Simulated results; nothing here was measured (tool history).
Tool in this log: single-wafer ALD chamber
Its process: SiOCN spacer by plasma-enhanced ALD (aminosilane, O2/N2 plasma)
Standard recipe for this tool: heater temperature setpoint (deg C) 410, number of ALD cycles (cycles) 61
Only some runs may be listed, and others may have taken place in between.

run	hour	heater temperature setpoint (deg C)	number of ALD cycles (cycles)	read-back reference wafer on the same gauge, thickness_nm	mean film thickness on the monitor wafer (nm)
1	0	419	61	3.15	3.456
2	22	419	61	3.149	3.465
3	43.1	410	61	3.15	3.563
4	58.8	410	61	3.15	3.528
5	165.9	410	61	3.15	3.544
6	188.3	410	61	3.148	3.524
7	220.8	410	61	3.151	3.534
8	238.7	417	68	3.147	3.863
9	251.1	417	68	3.15	3.863
10	274.5	417	68	3.152	3.861
11	310.3	410	61	3.151	3.526
12	322.5	410	61	3.151	3.534
13	354.3	410	61	3.15	3.532
14	382.9	401	55	3.151	3.263
15	418.6	401	55	3.151	3.27
16	452.6	410	64	3.149	3.719
17	484.9	401	69	3.15	4.057
# hour 493.8: thermocouple changed; heater temperature recalibrated
18	518.9	416	64	3.151	3.715
# hour 524.5: gauge calibrated
19	541.5	410	61	3.15	3.592
20	565.7	410	61	3.147	3.597
21	588.3	410	69	3.15	4.078
22	616.4	410	61	3.151	3.612
23	631.8	420	66	3.153	3.789
24	655.2	414	53	3.151	3.1
25	686.8	417	64	3.148	3.699
26	718.4	410	61	3.152	3.598
27	736.4	410	61	3.149	3.597
28	757.4	416	56	3.15	3.256
29	785.7	425	61	3.149	3.464
30	807.4	420	54	3.15	3.104
31	825.9	402	55	3.15	3.318
32	838.6	410	69	3.153	4.068
33	852.4	400	55	3.151	3.324
34	879.8	418	49	3.151	2.824
35	909.4	402	56	3.149	3.371
36	945.2	396	56	3.151	3.392
37	975.2	415	61	3.15	3.543
38	994.9	401	57	3.15	3.448
39	1019.5	416	66	3.152	3.829
40	1055.5	406	52	3.151	3.111
41	1070.3	410	61	3.151	3.59
42	1099.3	410	61	3.149	3.593

Results per run with the tool's hidden condition removed, run-to-run variation unchanged:
Hidden state at play: wafer temperature above the value expected at the setpoint (K); gauge reads high (%).
run	mean film thickness on the monitor wafer (nm)
1	3.494
2	3.505
3	3.604
4	3.57
5	3.593
6	3.574
7	3.586
8	3.922
9	3.923
10	3.923
11	3.583
12	3.593
13	3.593
14	3.32
15	3.329
16	3.79
17	4.136
18	3.702
19	3.58
20	3.585
21	4.064
22	3.6
23	3.776
24	3.09
25	3.687
26	3.587
27	3.587
28	3.247
29	3.454
30	3.095
31	3.309
32	4.058
33	3.316
34	2.816
35	3.363
36	3.392
37	3.536
38	3.442
39	3.822
40	3.106
41	3.585
42	3.588

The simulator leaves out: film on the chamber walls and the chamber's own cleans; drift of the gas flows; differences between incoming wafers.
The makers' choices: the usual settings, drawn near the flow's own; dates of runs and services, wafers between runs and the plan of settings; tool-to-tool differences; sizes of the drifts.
